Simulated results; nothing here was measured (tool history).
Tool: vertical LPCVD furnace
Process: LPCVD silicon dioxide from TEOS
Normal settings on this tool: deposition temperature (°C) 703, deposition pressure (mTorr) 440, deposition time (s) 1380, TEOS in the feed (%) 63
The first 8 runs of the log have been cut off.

run	hour	deposition temperature (°C)	deposition pressure (mTorr)	deposition time (s)	TEOS in the feed (%)	wafers since the last listed run	hours since the last temperature calibration	hours since the pressure gauge was zeroed	hours since the TEOS flow controller was replaced	hours since the gauge calibration	read-back reference wafer on the same gauge, thickness	film thickness on the monitor wafer in the middle of the boat (Å)
9	430.3	703	440	1500	63	438	3234.4	4595.3	2286.1	138.3	189.03	2101.2
10	466.9	703	440	1500	63	408	3271	4631.9	2322.7	174.9	189.07	2097.7
11	503.4	703	440	1500	63	407	3307.5	4668.4	2359.2	211.4	188.96	2101.8
12	545.2	703	440	1380	63	466	3349.3	4710.2	2401	253.2	188.96	1934.2
13	608.7	703	440	1380	63	708	3412.8	4773.7	2464.5	316.7	189	1931.4
# hour 700.2: pressure gauge zeroed
# hour 713.5: thermocouples replaced and temperature profile calibrated
14	714	703	440	1380	63	758	0.5	13.8	2569.8	422	188.99	1895.7
# hour 788.5: TEOS flow controller replaced
15	806.5	703	400	1380	59	764	93	106.3	18	514.5	189.06	1748.9
16	851	703	370	960	53	496	137.5	150.8	62.5	559	189.04	1108.9
17	927.7	698	475	1800	51	855	214.2	227.5	139.2	635.7	189.03	2049.7
18	993.4	703	535	1380	63	733	279.9	293.2	204.9	701.4	189.13	2086.9
19	1041.2	712	440	960	73	533	327.7	341	252.7	749.2	188.97	1739.4
20	1095.4	703	440	900	51	604	381.9	395.2	306.9	803.4	189.04	1104.7
21	1154	703	440	1380	63	653	440.5	453.8	365.5	862	188.89	1883
22	1241.5	692	440	990	67	976	528	541.3	453	949.5	189.03	1081.3
23	1318	703	440	1380	63	853	604.5	617.8	529.5	1026	188.98	1893.4
# hour 1377: gauge calibrated
24	1392.2	703	440	1080	63	827	678.7	692	603.7	15.2	189.01	1476.7
25	1436	714	440	1140	53	488	722.5	735.8	647.5	59	188.95	1837.5
26	1482.8	693	440	1890	73	522	769.3	782.6	694.3	105.8	188.97	2207.4
27	1556.8	692	440	990	67	825	843.3	856.6	768.3	179.8	188.95	1082.8
28	1664.1	703	355	1380	63	1197	950.6	963.9	875.6	287.1	188.99	1700.1
29	1702.7	694	440	1890	63	430	989.2	1002.5	914.2	325.7	189	2103.1
30	1789.9	703	440	1530	63	972	1076.4	1089.7	1001.4	412.9	188.99	2094
31	1835.1	697	525	1650	67	504	1121.6	1134.9	1046.6	458.1	189.02	2221.4
32	1901.8	703	440	1170	63	744	1188.3	1201.6	1113.3	524.8	189.03	1606.7

3 options for the next run, each taken on its own from the tool as it stands now. Forecast them:
A	1905.6	703	375	1380	63	42	1192.1	1205.4	1117.1	528.6	?	?
B	1905.6	703	440	1380	69	42	1192.1	1205.4	1117.1	528.6	?	?
C	1905.6	703	440	1380	68	42	1192.1	1205.4	1117.1	528.6	?	?

run	read-back reference wafer on the same gauge, thickness	film thickness on the monitor wafer in the middle of the boat (Å)
A	189.04	1747.5
B	189.04	1983.7
C	189.04	1969.2
What these runs would have given with no unlogged condition in the tool:
run	film thickness on the monitor wafer in the middle of the boat (Å)
A	1752
B	1986.1
C	1971.7

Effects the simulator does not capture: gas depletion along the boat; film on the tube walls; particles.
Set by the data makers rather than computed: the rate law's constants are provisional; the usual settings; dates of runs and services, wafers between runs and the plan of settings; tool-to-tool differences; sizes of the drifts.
